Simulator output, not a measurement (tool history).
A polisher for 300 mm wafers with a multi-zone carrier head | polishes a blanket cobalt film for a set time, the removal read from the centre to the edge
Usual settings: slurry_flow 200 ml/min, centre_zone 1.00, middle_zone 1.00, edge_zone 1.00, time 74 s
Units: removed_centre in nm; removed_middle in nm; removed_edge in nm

run,hour,slurry_flow,centre_zone,middle_zone,edge_zone,time,wafers since the last listed run,wafers polished on this pad,hours since the slurry nozzle was cleaned,hours since the centre zone pressure was calibrated,hours since the edge zone pressure was calibrated,hours since the carrier head's membrane was replaced,"incoming thickness of the incoming film, nm",removed_centre,removed_middle,removed_edge
1,0.0,200,1.06,1.00,1.00,74,0,2118,162.8,402.0,586.0,873.9,1067.1,360.9,331.0,335.0
# hour 6.0: worn pad replaced by a new one
2,35.0,200,1.00,1.00,1.00,74,199,186,197.8,437.0,621.0,908.9,1082.2,326.6,324.9,335.9
3,102.7,200,1.00,1.00,1.00,74,435,621,265.5,504.7,688.7,976.6,1087.1,322.2,328.7,330.4
4,140.8,200,1.00,1.00,1.00,74,244,866,303.6,542.8,726.8,1014.7,1078.6,321.5,324.9,330.0
5,174.5,200,1.00,1.00,1.00,74,216,1082,337.3,576.5,760.5,1048.4,1083.5,317.6,318.8,323.4
# hour 210.6: centre zone pressure recalibrated
6,212.0,200,1.00,1.00,1.00,74,228,1310,374.8,1.4,798.0,1085.9,1072.2,311.7,318.5,321.7
# hour 252.8: slurry nozzle cleaned
# hour 272.8: carrier head's membrane replaced by a new one
7,279.4,155,1.00,1.00,1.00,74,394,1705,26.6,68.8,865.4,6.6,1085.0,318.1,314.1,325.8
# hour 301.7: worn pad replaced by a new one
8,303.9,220,1.00,1.00,1.00,74,131,14,51.1,93.3,889.9,31.1,1091.4,339.2,338.0,339.9
9,353.6,140,1.00,0.89,1.05,60,319,333,100.8,143.0,939.6,80.8,1079.0,247.7,225.0,260.5
10,404.2,200,1.00,1.00,1.00,74,325,658,151.4,193.6,990.2,131.4,1082.0,339.0,330.0,337.4
11,448.6,230,1.00,1.09,0.95,57,285,944,195.8,238.0,1034.6,175.8,1066.1,259.6,274.9,259.1
# hour 458.7: edge zone pressure recalibrated
12,552.8,245,1.00,1.07,1.00,74,656,1601,300.0,342.2,94.1,280.0,1063.6,339.2,351.3,341.6
13,585.1,200,1.00,1.00,1.00,74,207,1808,332.3,374.5,126.4,312.3,1099.0,329.3,316.3,331.1
14,648.8,200,1.07,1.00,1.05,74,409,2218,396.0,438.2,190.1,376.0,1087.9,333.7,312.5,327.6
# hour 658.0: worn pad replaced by a new one
15,711.6,200,0.91,0.96,1.00,49,377,344,458.8,501.0,252.9,438.8,1074.7,175.7,193.3,204.9
16,757.2,200,1.00,1.00,1.00,74,293,637,504.4,546.6,298.5,484.4,1094.4,290.3,287.8,304.7
# hour 777.3: centre zone pressure recalibrated
17,786.1,130,1.00,0.89,0.92,74,172,810,533.3,8.8,327.4,513.3,1101.6,216.2,208.2,257.5

The next listed run, before its measurement:
# hour 791.4: slurry nozzle cleaned
18,848.2,200,1.00,1.00,1.00,74,392,1203,56.8,70.9,389.5,575.4,1089.9,?,?,?

{"run 18": {"removed_centre": 330.9, "removed_middle": 329.7, "removed_edge": 334.4}}
Without the tool's hidden state the same run would have given removed_centre 331.4 nm, removed_middle 330.1 nm, removed_edge 334.8 nm.
